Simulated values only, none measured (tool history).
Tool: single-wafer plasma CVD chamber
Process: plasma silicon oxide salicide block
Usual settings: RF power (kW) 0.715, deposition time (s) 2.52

run	hour	RF power (kW)	deposition time (s)	wafers since the last listed run	hours since the last RF generator calibration	hours since the showerhead was replaced	hours since the gauge calibration	read-back reference wafer on the same gauge, thickness_nm	mean film thickness on the monitor wafer (nm)
1	0.0	0.715	2.52	0	1143.4	3084.1	111.8	30.886	28.042
2	16.6	0.715	2.52	293	1160.0	3100.7	128.4	30.888	28.001
3	25.2	0.715	2.52	152	1168.6	3109.3	137.0	30.901	28.022
4	38.0	0.715	2.52	226	1181.4	3122.1	149.8	30.921	27.983
5	45.2	0.820	2.52	127	1188.6	3129.3	157.0	30.888	29.086
6	55.0	0.820	2.52	173	1198.4	3139.1	166.8	30.898	29.106
7	68.1	0.820	2.52	231	1211.5	3152.2	179.9	30.925	29.039
8	78.9	0.795	2.70	191	1222.3	3163.0	190.7	30.915	30.799
9	94.0	0.715	2.34	267	1237.4	3178.1	205.8	30.896	26.000
10	101.2	0.715	2.34	127	1244.6	3185.3	213.0	30.889	26.000
11	117.2	0.715	2.24	283	1260.6	3201.3	229.0	30.907	24.921
12	123.2	0.715	2.24	106	1266.6	3207.3	235.0	30.901	24.862
# hour 160.8: showerhead replaced
13	161.3	0.605	2.52	532	1304.7	0.5	273.1	30.888	26.772
14	171.0	0.605	2.52	171	1314.4	10.2	282.8	30.883	26.742
15	184.4	0.715	2.52	237	1327.8	23.6	296.2	30.925	27.914
16	194.3	0.805	2.52	175	1337.7	33.5	306.1	30.905	28.835
17	207.4	0.805	2.52	231	1350.8	46.6	319.2	30.892	28.778
18	224.6	0.805	2.52	304	1368.0	63.8	336.4	30.919	28.828
19	234.2	0.685	2.26	169	1377.6	73.4	346.0	30.888	24.749
20	251.1	0.685	2.26	298	1394.5	90.3	362.9	30.911	24.798
21	267.1	0.715	2.16	283	1410.5	106.3	378.9	30.900	23.972
22	282.6	0.805	2.52	274	1426.0	121.8	394.4	30.889	28.827
23	296.1	0.645	2.06	238	1439.5	135.3	407.9	30.901	22.236
24	304.8	0.855	2.71	153	1448.2	144.0	416.6	30.907	31.554
25	321.7	0.755	2.35	298	1465.1	160.9	433.5	30.912	26.513
# hour 327.6: gauge calibrated
26	331.0	0.810	2.74	164	1474.4	170.2	3.4	30.912	31.365
27	363.3	0.825	2.95	571	1506.7	202.5	35.7	30.904	33.968
28	371.4	0.655	2.68	143	1514.8	210.6	43.8	30.916	28.982
29	381.5	0.575	2.16	178	1524.9	220.7	53.9	30.899	22.646
30	396.9	0.755	2.83	272	1540.3	236.1	69.3	30.909	31.765
31	406.8	0.670	2.52	175	1550.2	246.0	79.2	30.905	27.432
32	424.2	0.715	2.52	307	1567.6	263.4	96.6	30.904	27.908
# hour 442.1: RF generator calibrated
33	442.6	0.810	2.66	183	0.5	281.8	115.0	30.886	30.956
34	458.9	0.715	2.52	288	16.8	298.1	131.3	30.902	28.446
35	467.0	0.815	2.66	143	24.9	306.2	139.4	30.881	30.947
36	478.0	0.715	2.52	194	35.9	317.2	150.4	30.908	28.461
37	490.9	0.820	2.35	228	48.8	330.1	163.3	30.897	27.468
38	507.8	0.585	2.36	298	65.7	347.0	180.2	30.899	25.220
39	516.0	0.755	2.66	145	73.9	355.2	188.4	30.914	30.421
40	529.1	0.665	2.17	231	87.0	368.3	201.5	30.887	24.051
41	544.7	0.850	2.52	275	102.6	383.9	217.1	30.895	29.751
42	552.7	0.715	2.52	141	110.6	391.9	225.1	30.892	28.362
43	565.7	0.800	2.73	229	123.6	404.9	238.1	30.906	31.629
44	580.1	0.810	2.20	254	138.0	419.3	252.5	30.914	25.664
45	590.9	0.715	2.52	191	148.8	430.1	263.3	30.902	28.362

The tool's hidden state at each run:
gauge reads high (%): 0 in every run
H1: delivered RF power above the setpoint (%)
run	H1
1	-5.25
2	-5.31
3	-5.35
4	-5.4
5	-5.43
6	-5.47
7	-5.52
8	-5.57
9	-5.63
10	-5.66
11	-5.72
12	-5.75
13	-5.9
14	-5.94
15	-5.99
16	-6.03
17	-6.09
18	-6.16
19	-6.2
20	-6.26
21	-6.33
22	-6.39
23	-6.45
24	-6.48
25	-6.55
26	-6.59
27	-6.72
28	-6.75
29	-6.79
30	-6.85
31	-6.89
32	-6.97
33	-0.229
34	-0.296
35	-0.328
36	-0.373
37	-0.425
38	-0.494
39	-0.527
40	-0.58
41	-0.643
42	-0.676
43	-0.728
44	-0.787
45	-0.83
